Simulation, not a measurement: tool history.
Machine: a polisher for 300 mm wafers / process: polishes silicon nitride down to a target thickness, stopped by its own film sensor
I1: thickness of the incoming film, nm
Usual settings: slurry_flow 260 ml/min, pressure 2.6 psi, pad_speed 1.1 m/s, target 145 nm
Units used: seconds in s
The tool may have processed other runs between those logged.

Run 1, hour 0: usual settings but slurry_flow 225 ml/min; I1 301.7. Result: seconds 149.9 s.
Run 2, hour 58.5: usual settings but slurry_flow 225 ml/min; I1 300.7. Result: seconds 160.2 s.
At hour 65: slurry nozzle cleaned.
Run 3, hour 146.8: usual settings; I1 298.1. Result: seconds 155.6 s.
At hour 156.5: worn pad replaced by a new one.
Run 4, hour 184.8: usual settings; I1 297.7. Result: seconds 143.7 s.
At hour 215.2: head pressure recalibrated.
Run 5, hour 287.6: usual settings but pad_speed 1.32 m/s; I1 298.5. Result: seconds 127.6 s.
Run 6, hour 388.4: usual settings but pad_speed 1.32 m/s; I1 295.7. Result: seconds 130.7 s.
Run 7, hour 483.1: usual settings but pad_speed 1.32 m/s; I1 298.2. Result: seconds 132.3 s.
At hour 507.5: worn pad replaced by a new one, of another model than before.
At hour 543.6: slurry nozzle cleaned.
Run 8, hour 579.1: usual settings but slurry_flow 220 ml/min; I1 300.4. Result: seconds 144.9 s.
Run 9, hour 686.6: usual settings; I1 295.4. Result: seconds 140.5 s.
At hour 785.4: head pressure recalibrated.
Run 10, hour 791.6: usual settings but pressure 2.4 psi; I1 302.7. Result: seconds 162.8 s.
Run 11, hour 848.8: usual settings but pressure 2.4 psi; I1 300.9. Result: seconds 165.1 s.
Run 12, hour 889.6: usual settings but pressure 2.4 psi; I1 300.8. Result: seconds 168.9 s.
At hour 909.1: worn pad replaced by a new one.
At hour 927.2: slurry nozzle cleaned.
Run 13, hour 961.3: usual settings; I1 296. Result: seconds 144.7 s.
Run 14, hour 1053.3: usual settings but slurry_flow 185 ml/min, pressure 2.3 psi, pad_speed 1.46 m/s; I1 298.8. Result: seconds 137.7 s.
Run 15, hour 1092.4: usual settings but slurry_flow 230 ml/min, pad_speed 0.86 m/s, target 115 nm; I1 304.6. Result: seconds 212.2 s.
Run 16, hour 1177.9: usual settings but pressure 3.2 psi, pad_speed 1.42 m/s; I1 304.9. Result: seconds 122.6 s.
Run 17, hour 1217.3: usual settings; I1 299.4. Result: seconds 157.2 s.
At hour 1245.1: worn pad replaced by a new one.
Run 18, hour 1300.7: usual settings but slurry_flow 205 ml/min, pressure 2.1 psi, pad_speed 0.92 m/s; I1 302.4. Result: seconds 177.1 s.
Run 19, hour 1346.8: usual settings but target 119 nm; I1 300.6. Result: seconds 167.7 s.
At hour 1393.1: slurry nozzle cleaned.
Run 20, hour 1395.3: usual settings but slurry_flow 185 ml/min, pressure 1.8 psi; I1 304.4. Result: seconds 186.6 s.
Run 21, hour 1485.5: usual settings but pressure 2.4 psi; I1 302.5. Result: seconds 163.2 s.
At hour 1502.5: head pressure recalibrated.
Run 22, hour 1542: usual settings but pressure 1.9 psi, pad_speed 1.44 m/s, target 173 nm; I1 305.2. Result: seconds 136.3 s.
At hour 1619.1: worn pad replaced by a new one.
Run 23, hour 1637.1: usual settings but slurry_flow 180 ml/min, pressure 3.2 psi, pad_speed 1.28 m/s, target 167 nm; I1 303. Result: seconds 101.6 s.
Run 24, hour 1720.2: usual settings; I1 294.8. Result: seconds 138.6 s.
Run 25, hour 1762.8: usual settings; I1 301.2. Result: seconds 148.9 s.

Selected run-to-run steps in seconds, each split into two signed amounts: the part the tool would show with no hidden state at all (from settings, incoming material and random variation), and the remainder, which goes to the hidden state together with any gauge scatter not common to the measured and the hidden-state-free results:
Hidden state at play: removal rate lost through wear of the pad, %; slurry flow missing at the pad, %; deviation of the head's pressure from its setpoint, %.
Run 3 -> 4: worn pad replaced by a new one. seconds -11.9 s: hidden state -14.7, all else +2.8.
Run 12 -> 13: pressure 2.4 -> 2.6, worn pad replaced by a new one, slurry nozzle cleaned. seconds -24.2 s: hidden state -18.5, all else -5.7.
Run 14 -> 15: slurry_flow 185 -> 230, pressure 2.3 -> 2.6, pad_speed 1.46 -> 0.86, target 145 -> 115. seconds +74.5 s: hidden state +7.9, all else +66.6.
Run 15 -> 16: slurry_flow 230 -> 260, pressure 2.6 -> 3.2, pad_speed 0.86 -> 1.42, target 115 -> 145. seconds -89.6 s: hidden state -3.7, all else -85.9.
